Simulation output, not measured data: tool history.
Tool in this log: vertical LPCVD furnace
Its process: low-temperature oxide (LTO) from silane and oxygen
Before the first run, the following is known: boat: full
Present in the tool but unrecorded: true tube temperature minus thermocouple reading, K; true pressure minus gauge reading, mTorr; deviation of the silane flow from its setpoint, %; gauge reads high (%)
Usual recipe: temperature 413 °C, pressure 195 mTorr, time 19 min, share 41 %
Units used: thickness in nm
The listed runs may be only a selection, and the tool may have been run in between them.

run,hour,temperature,pressure,time,share,wafers since the last listed run,hours since the last temperature calibration,hours since the pressure gauge was zeroed,hours since the silane flow controller was replaced,hours since the gauge calibration,"read-back reference wafer on the same gauge, thickness",thickness
1,0,413,195,19,41,0,3596,3884.7,3886.4,139.4,168.02,176.31
2,14,413,195,19,41,306,3610,3898.7,3900.4,153.4,167.97,176.68
3,40.9,413,195,19,41,587,3636.9,3925.6,3927.3,180.3,167.99,176.47
4,69.2,413,195,19,41,618,3665.2,3953.9,3955.6,208.6,167.97,177.03
5,102.7,413,195,19,41,732,3698.7,3987.4,3989.1,242.1,168.09,176.01
6,135.2,413,195,19,41,710,3731.2,4019.9,4021.6,274.6,168.03,176.49
7,149.1,413,195,16.5,41,303,3745.1,4033.8,4035.5,288.5,167.94,152.62
8,184.8,413,195,16.5,41,780,3780.8,4069.5,4071.2,324.2,167.96,153.22
9,224.1,413,195,16.5,41,859,3820.1,4108.8,4110.5,363.5,167.97,152.94
10,255.8,413,195,19,41,692,3851.8,4140.5,4142.2,395.2,167.96,176.56
11,276.6,413,195,19,41,454,3872.6,4161.3,4163,416,168.01,176.16
12,291.3,413,195,19,41,321,3887.3,4176,4177.7,430.7,167.93,176.11
13,365,413,195,19,41,1610,3961,4249.7,4251.4,504.4,167.97,176.65
14,385.8,413,210,15,41,454,3981.8,4270.5,4272.2,525.2,167.99,150.07
15,407.1,407,170,12,45,465,4003.1,4291.8,4293.5,546.5,168.01,99.5

The next listed run, before its measurement:
# hour 451.3: thermocouples replaced and temperature profile calibrated
16,451.8,413,195,19,41,452,0.5,4336.5,4338.2,591.2,?,?

For run 16 the tool returned read-back reference wafer on the same gauge, thickness 167.94, thickness 175.11 nm.
If the tool had no hidden condition, the same run with the same run-to-run variation would have returned thickness 185.48 nm.
